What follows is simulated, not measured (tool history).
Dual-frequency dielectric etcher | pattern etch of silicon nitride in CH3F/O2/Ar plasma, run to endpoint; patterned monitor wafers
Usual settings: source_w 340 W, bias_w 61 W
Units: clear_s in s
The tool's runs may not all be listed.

| run | day | source_w | bias_w | incoming incoming film thickness, nm | clear_s |
|---|---|---|---|---|---|
| 1 | 0 | 340 | 61 | 35.49 | 58.2 |
| 2 | 0.579 | 340 | 61 | 35.35 | 58 |
| 3 | 0.938 | 340 | 61 | 35.16 | 57.4 |
| 4 | 1.554 | 340 | 73 | 35.12 | 55 |
| 5 | 2.025 | 300 | 61 | 35.44 | 61.3 |
| 6 | 2.392 | 400 | 55 | 35.28 | 55.1 |
| 7 | 3.15 | 400 | 55 | 35.64 | 55.6 |
| 8 | 3.758 | 340 | 61 | 35.23 | 57.2 |
| 9 | 4.071 | 340 | 61 | 35.25 | 57.2 |
| 10 | 4.583 | 340 | 61 | 35.06 | 56.9 |
| 11 | 5.171 | 320 | 61 | 35.73 | 59.3 |
| 12 | 5.738 | 340 | 61 | 35.34 | 57.2 |
| 13 | 7.958 | 340 | 61 | 35.04 | 59.1 |
| 14 | 7.971 | 400 | 49 | 35.17 | 58.5 |
| 15 | 7.983 | 340 | 49 | 34.96 | 62.3 |
| 16 | 8.2 | 280 | 67 | 35.15 | 63.5 |
| 17 | 8.725 | 290 | 68 | 35.28 | 61.8 |
| 18 | 9.412 | 380 | 51 | 35.66 | 59.7 |
| 19 | 10.033 | 340 | 70 | 35.46 | 57.7 |
| 20 | 10.567 | 340 | 61 | 35.07 | 58.9 |
| 21 | 10.971 | 340 | 61 | 35.23 | 59.2 |
| 22 | 11.354 | 410 | 75 | 35.56 | 52.4 |
| 23 | 11.588 | 280 | 75 | 35.62 | 61.7 |
| 24 | 13.375 | 320 | 61 | 35.44 | 60.9 |
| 25 | 13.862 | 340 | 61 | 35.04 | 58.5 |
| 26 | 14.238 | 410 | 56 | 35.25 | 55.2 |
| 27 | 14.796 | 340 | 61 | 35.1 | 58.2 |

Taken out of this log: 4 entries between the listed runs. Where each belongs, and how the hidden state differs across it:
Between runs 10 and 11: bias power generator calibrated (day 4.921)
  etch rate over this chamber's usual, %: 4.19 -> 4.33
  measured less the result without the state, clear_s: -2.4 -> -2.5 s
Between runs 12 and 13: upper electrode replaced (day 7.083); wet clean of the chamber (day 7.938)
  etch rate over this chamber's usual, %: 4.46 -> 0.176
  measured less the result without the state, clear_s: -2.5 -> -0.1 s
Between runs 21 and 22: source power generator calibrated (day 11.333)
  etch rate over this chamber's usual, %: 0.876 -> 0.965
  measured less the result without the state, clear_s: -0.5 -> -0.5 s
